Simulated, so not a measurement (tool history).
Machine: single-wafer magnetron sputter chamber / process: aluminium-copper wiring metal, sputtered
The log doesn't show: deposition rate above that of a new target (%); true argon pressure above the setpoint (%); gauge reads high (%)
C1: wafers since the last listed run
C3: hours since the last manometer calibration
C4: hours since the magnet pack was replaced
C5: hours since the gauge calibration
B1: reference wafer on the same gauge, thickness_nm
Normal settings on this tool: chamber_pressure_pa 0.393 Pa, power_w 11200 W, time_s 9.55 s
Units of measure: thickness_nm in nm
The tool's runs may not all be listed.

Run 1, hour 0: usual settings but chamber_pressure_pa 0.359 Pa, time_s 8.65 s; C1 0; wafers on the sputter target 7921; C3 1859.2; C4 11108.8; C5 1808.5; B1 158.089. Result: thickness_nm 177.503 nm.
Run 2, hour 67.5: usual settings but chamber_pressure_pa 0.359 Pa, time_s 8.65 s; C1 1555; wafers on the sputter target 9476; C3 1926.7; C4 11176.3; C5 1876; B1 158.021. Result: thickness_nm 177.631 nm.
At hour 112.3: sputter target and shields replaced.
Run 3, hour 137.8: usual settings; C1 1435; wafers on the sputter target 587; C3 1997; C4 11246.6; C5 1946.3; B1 158.021. Result: thickness_nm 193.344 nm.
Run 4, hour 171.2: usual settings; C1 769; wafers on the sputter target 1357; C3 2030.4; C4 11280; C5 1979.7; B1 158.053. Result: thickness_nm 193.209 nm.
Run 5, hour 198.2: usual settings; C1 622; wafers on the sputter target 1979; C3 2057.4; C4 11307; C5 2006.7; B1 158.039. Result: thickness_nm 193.334 nm.
Run 6, hour 261: usual settings; C1 1446; wafers on the sputter target 3426; C3 2120.2; C4 11369.8; C5 2069.5; B1 158.079. Result: thickness_nm 193.715 nm.
Run 7, hour 285.1: usual settings; C1 555; wafers on the sputter target 3981; C3 2144.3; C4 11393.9; C5 2093.6; B1 158.053. Result: thickness_nm 193.2 nm.
Run 8, hour 315.6: usual settings; C1 702; wafers on the sputter target 4684; C3 2174.8; C4 11424.4; C5 2124.1; B1 158.056. Result: thickness_nm 192.992 nm.
Run 9, hour 341.9: usual settings; C1 605; wafers on the sputter target 5290; C3 2201.1; C4 11450.7; C5 2150.4; B1 157.996. Result: thickness_nm 193.44 nm.
Run 10, hour 409: usual settings but power_w 10200 W; C1 1545; wafers on the sputter target 6836; C3 2268.2; C4 11517.8; C5 2217.5; B1 158.016. Result: thickness_nm 179.455 nm.
Run 11, hour 466.1: usual settings but power_w 10200 W; C1 1315; wafers on the sputter target 8151; C3 2325.3; C4 11574.9; C5 2274.6; B1 158.095. Result: thickness_nm 179.795 nm.
Run 12, hour 533.4: usual settings; C1 1550; wafers on the sputter target 9702; C3 2392.6; C4 11642.2; C5 2341.9; B1 158.001. Result: thickness_nm 192.888 nm.
At hour 564.6: sputter target and shields replaced.
Run 13, hour 566.1: usual settings but chamber_pressure_pa 0.296 Pa, power_w 10400 W; C1 569; wafers on the sputter target 33; C3 2425.3; C4 11674.9; C5 2374.6; B1 157.956. Result: thickness_nm 187.178 nm.
At hour 621.1: magnet pack replaced.
Run 14, hour 744.3: usual settings; C1 3921; wafers on the sputter target 3954; C3 2603.5; C4 123.2; C5 2552.8; B1 157.958. Result: thickness_nm 192.969 nm.
Run 15, hour 791.9: usual settings but chamber_pressure_pa 0.265 Pa; C1 1096; wafers on the sputter target 5051; C3 2651.1; C4 170.8; C5 2600.4; B1 158.042. Result: thickness_nm 199.412 nm.
At hour 802.8: gauge calibrated.
Run 16, hour 822.8: usual settings but chamber_pressure_pa 0.302 Pa; C1 711; wafers on the sputter target 5763; C3 2682; C4 201.7; C5 20; B1 157.948. Result: thickness_nm 196.616 nm.
Run 17, hour 882.4: usual settings; C1 1373; wafers on the sputter target 7136; C3 2741.6; C4 261.3; C5 79.6; B1 158.043. Result: thickness_nm 193.552 nm.
Run 18, hour 919.1: usual settings; C1 845; wafers on the sputter target 7982; C3 2778.3; C4 298; C5 116.3; B1 157.97. Result: thickness_nm 192.399 nm.
Run 19, hour 968.6: usual settings; C1 1140; wafers on the sputter target 9122; C3 2827.8; C4 347.5; C5 165.8; B1 157.859. Result: thickness_nm 193.391 nm.
At hour 1010.5: sputter target and shields replaced.
Run 20, hour 1011: usual settings but chamber_pressure_pa 0.312 Pa, power_w 9450 W, time_s 11.1 s; C1 792; wafers on the sputter target 12; C3 2870.2; C4 389.9; C5 208.2; B1 158.117. Result: thickness_nm 201.231 nm.
Run 21, hour 1040.5: usual settings; C1 679; wafers on the sputter target 691; C3 2899.7; C4 419.4; C5 237.7; B1 157.897. Result: thickness_nm 193.393 nm.
Run 22, hour 1077.8: usual settings but chamber_pressure_pa 0.476 Pa, power_w 9050 W, time_s 8.41 s; C1 859; wafers on the sputter target 1551; C3 2937; C4 456.7; C5 275; B1 158.026. Result: thickness_nm 140.151 nm.
Run 23, hour 1143.5: usual settings but chamber_pressure_pa 0.327 Pa, power_w 8600 W, time_s 10.38 s; C1 1513; wafers on the sputter target 3064; C3 3002.7; C4 522.4; C5 340.7; B1 157.979. Result: thickness_nm 173.79 nm.
At hour 1174.8: capacitance manometer re-zeroed and calibrated.
Run 24, hour 1198.3: usual settings but chamber_pressure_pa 0.444 Pa, power_w 9350 W; C1 1078; wafers on the sputter target 4143; C3 23.5; C4 577.2; C5 395.5; B1 157.996. Result: thickness_nm 167.049 nm.
Run 25, hour 1269.6: usual settings but chamber_pressure_pa 0.451 Pa, power_w 8450 W, time_s 8.78 s; C1 1642; wafers on the sputter target 5785; C3 94.8; C4 648.5; C5 466.8; B1 157.979. Result: thickness_nm 142.526 nm.
Run 26, hour 1315.9: usual settings but chamber_pressure_pa 0.264 Pa; C1 1066; wafers on the sputter target 6852; C3 141.1; C4 694.8; C5 513.1; B1 158.009. Result: thickness_nm 201.902 nm.
Run 27, hour 1352.7: usual settings but chamber_pressure_pa 0.461 Pa, power_w 13550 W; C1 847; wafers on the sputter target 7700; C3 177.9; C4 731.6; C5 549.9; B1 157.984. Result: thickness_nm 223.755 nm.
Run 28, hour 1391.1: usual settings; C1 884; wafers on the sputter target 8585; C3 216.3; C4 770; C5 588.3; B1 158.042. Result: thickness_nm 194.603 nm.
Run 29, hour 1447.6: usual settings but chamber_pressure_pa 0.237 Pa, power_w 13250 W, time_s 10.71 s; C1 1301; wafers on the sputter target 9886; C3 272.8; C4 826.5; C5 644.8; B1 158.062. Result: thickness_nm 260.831 nm.
At hour 1497: sputter target and shields replaced.
Run 30, hour 1514.8: usual settings but chamber_pressure_pa 0.268 Pa, power_w 9450 W; C1 1363; wafers on the sputter target 411; C3 340; C4 893.7; C5 712; B1 157.984. Result: thickness_nm 176.428 nm.
Run 31, hour 1546.7: usual settings but power_w 13000 W, time_s 10.16 s; C1 734; wafers on the sputter target 1146; C3 371.9; C4 925.6; C5 743.9; B1 157.961. Result: thickness_nm 232.985 nm.
Run 32, hour 1609.1: usual settings; C1 1437; wafers on the sputter target 2583; C3 434.3; C4 988; C5 806.3; B1 157.906. Result: thickness_nm 195.466 nm.
Run 33, hour 1671.5: usual settings; C1 1437; wafers on the sputter target 4021; C3 496.7; C4 1050.4; C5 868.7; B1 157.978. Result: thickness_nm 195.012 nm.

Each row is a separate what-if for the run after 33, all from the same tool condition, not one after another. Results?
Run A, hour 1671.9: usual settings but time_s 11.28 s; C1 9; wafers on the sputter target 4030; C3 497.1; C4 1050.8; C5 869.1; B1 ?. Result: thickness_nm ?.
Run B, hour 1671.9: usual settings but power_w 12300 W, time_s 8.99 s; C1 9; wafers on the sputter target 4030; C3 497.1; C4 1050.8; C5 869.1; B1 ?. Result: thickness_nm ?.
Run C, hour 1671.9: usual settings but chamber_pressure_pa 0.527 Pa, power_w 10350 W; C1 9; wafers on the sputter target 4030; C3 497.1; C4 1050.8; C5 869.1; B1 ?. Result: thickness_nm ?.
Run D, hour 1671.9: usual settings but time_s 10.66 s; C1 9; wafers on the sputter target 4030; C3 497.1; C4 1050.8; C5 869.1; B1 ?. Result: thickness_nm ?.
Run E, hour 1671.9: usual settings but time_s 11.3 s; C1 9; wafers on the sputter target 4030; C3 497.1; C4 1050.8; C5 869.1; B1 ?. Result: thickness_nm ?.

run       B1  thickness_nm
  A  158.024        231.06
  B  158.024       198.393
  C  158.024       177.567
  D  158.024        218.36
  E  158.024        231.47
What these runs would have given with no unlogged condition in the tool:
run  thickness_nm
  A       231.629
  B       198.882
  C       178.072
  D       218.898
  E        232.04
